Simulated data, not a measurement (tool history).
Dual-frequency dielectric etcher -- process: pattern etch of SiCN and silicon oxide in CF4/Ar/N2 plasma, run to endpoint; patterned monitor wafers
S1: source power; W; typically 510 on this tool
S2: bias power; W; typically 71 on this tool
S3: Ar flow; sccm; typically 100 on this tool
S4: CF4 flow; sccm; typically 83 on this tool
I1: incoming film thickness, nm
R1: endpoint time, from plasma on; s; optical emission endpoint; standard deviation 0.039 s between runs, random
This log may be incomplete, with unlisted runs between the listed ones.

run     day   S1  S2   S3  S4    I1    R1
  1       0  510  71  100  83  9.51   9.2
      3.817  -- wet clean of the chamber
  2   8.883  430  71  100  83   9.6  11.6
     12.329  -- bias power generator calibrated
  3  12.912  590  80  100  83  9.68     8
  4  14.725  440  81   77  71   9.7  10.2
  5  17.496  510  54  117  96  9.65  10.5
  6  19.362  580  71  100  83  9.58   8.3
  7  21.879  450  66  118  93   9.5  11.1
  8  25.525  510  71  100  83  9.56   9.4
  9  29.538  510  71   79  83  9.61   8.7
 10  33.888  600  71   91  83  9.58   7.6
     36.621  -- wet clean of the chamber
     38.783  -- upper electrode replaced
 11  38.804  510  71  100  83  9.66   9.6
 12  46.512  510  71   84  93  9.66     9
 13  48.325  510  89  100  83  9.67   8.8
 14  59.912  510  71  100  76  9.54   9.3
 15  62.946  560  77   81  97  9.58   7.6
 16  66.367  610  71  108  83  9.62   7.8
 17  68.408  510  71  100  83  9.54   9.1
 18  70.758  510  71   84  63  9.43   8.9
 19  73.088  430  71  100  96  9.57  10.6
     75.712  -- wet clean of the chamber
 20  75.733  510  60  100  83  9.57    10
 21  76.971  510  59  115  83  9.61  10.6
     80.854  -- source power generator calibrated
 22  81.192  440  81   77  71   9.5  10.1
 23  83.504  510  86   75  83  9.58   8.4

Pick out some run-to-run changes in R1. Of each, how much would a tool without hidden state show as well, from the settings, what came in and chance, and how much is left for the hidden state and any gauge scatter not in both results compared?
Hidden conditions of the tool in this case: etch rate over this chamber's usual, %; source power that arrives over what is set, %; bias power that arrives over what is set, %; Ar flow that arrives over what is set, %; CF4 flow that arrives over what is set, %.
Run 1 -> 2: S1 510 -> 430, wet clean of the chamber. R1 +2.4 s: hidden state +0.4, all else +2.
Run 2 -> 3: S1 430 -> 590, S2 71 -> 80, bias power generator calibrated. R1 -3.6 s: hidden state -0.2, all else -3.4.
Run 6 -> 7: S1 580 -> 450, S2 71 -> 66, S3 100 -> 118, S4 83 -> 93. R1 +2.8 s: hidden state -0.1, all else +2.9.
Run 19 -> 20: S1 430 -> 510, S2 71 -> 60, S4 96 -> 83, wet clean of the chamber. R1 -0.6 s: hidden state +0.5, all else -1.1.
